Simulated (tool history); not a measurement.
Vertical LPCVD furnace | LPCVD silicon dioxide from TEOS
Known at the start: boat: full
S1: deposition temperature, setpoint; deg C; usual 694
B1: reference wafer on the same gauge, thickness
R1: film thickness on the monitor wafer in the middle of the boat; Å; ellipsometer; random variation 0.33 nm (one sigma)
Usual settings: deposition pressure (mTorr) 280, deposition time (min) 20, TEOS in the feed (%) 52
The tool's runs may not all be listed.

run 1 hour=0 | S1=694 deposition_pressure_(mTorr)=280 deposition_time_(min)=20 TEOS_in_the_feed_(%)=57 | B1=93 | R1=1232
run 2 hour=50.4 | S1=694 deposition_pressure_(mTorr)=280 deposition_time_(min)=20 TEOS_in_the_feed_(%)=57 | B1=93.01 | R1=1226.8
run 3 hour=195 | S1=694 deposition_pressure_(mTorr)=280 deposition_time_(min)=20 TEOS_in_the_feed_(%)=52 | B1=92.93 | R1=1175.5
run 4 hour=253.6 | S1=694 deposition_pressure_(mTorr)=280 deposition_time_(min)=15.5 TEOS_in_the_feed_(%)=52 | B1=92.98 | R1=915.6
run 5 hour=315.9 | S1=694 deposition_pressure_(mTorr)=280 deposition_time_(min)=15.5 TEOS_in_the_feed_(%)=52 | B1=92.96 | R1=917.4
run 6 hour=361.1 | S1=694 deposition_pressure_(mTorr)=280 deposition_time_(min)=20 TEOS_in_the_feed_(%)=52 | B1=92.87 | R1=1181.7
run 7 hour=396.1 | S1=694 deposition_pressure_(mTorr)=280 deposition_time_(min)=20 TEOS_in_the_feed_(%)=52 | B1=93.09 | R1=1193.1
run 8 hour=457.8 | S1=694 deposition_pressure_(mTorr)=280 deposition_time_(min)=20 TEOS_in_the_feed_(%)=52 | B1=92.96 | R1=1190.5
run 9 hour=498.6 | S1=694 deposition_pressure_(mTorr)=280 deposition_time_(min)=20 TEOS_in_the_feed_(%)=52 | B1=93.1 | R1=1195.9
run 10 hour=536.6 | S1=694 deposition_pressure_(mTorr)=280 deposition_time_(min)=18 TEOS_in_the_feed_(%)=52 | B1=93.06 | R1=1070
run 11 hour=595 | S1=694 deposition_pressure_(mTorr)=280 deposition_time_(min)=18 TEOS_in_the_feed_(%)=52 | B1=92.99 | R1=1071.1

Forecast run 12:
run 12 hour=639.3 | S1=694 deposition_pressure_(mTorr)=280 deposition_time_(min)=22.5 TEOS_in_the_feed_(%)=52 | B1=? | R1=?

{"run 12": {"B1": 92.94, "R1": 1346.9}}
Without the tool's hidden state the same run would have given R1 1250.8 Å.
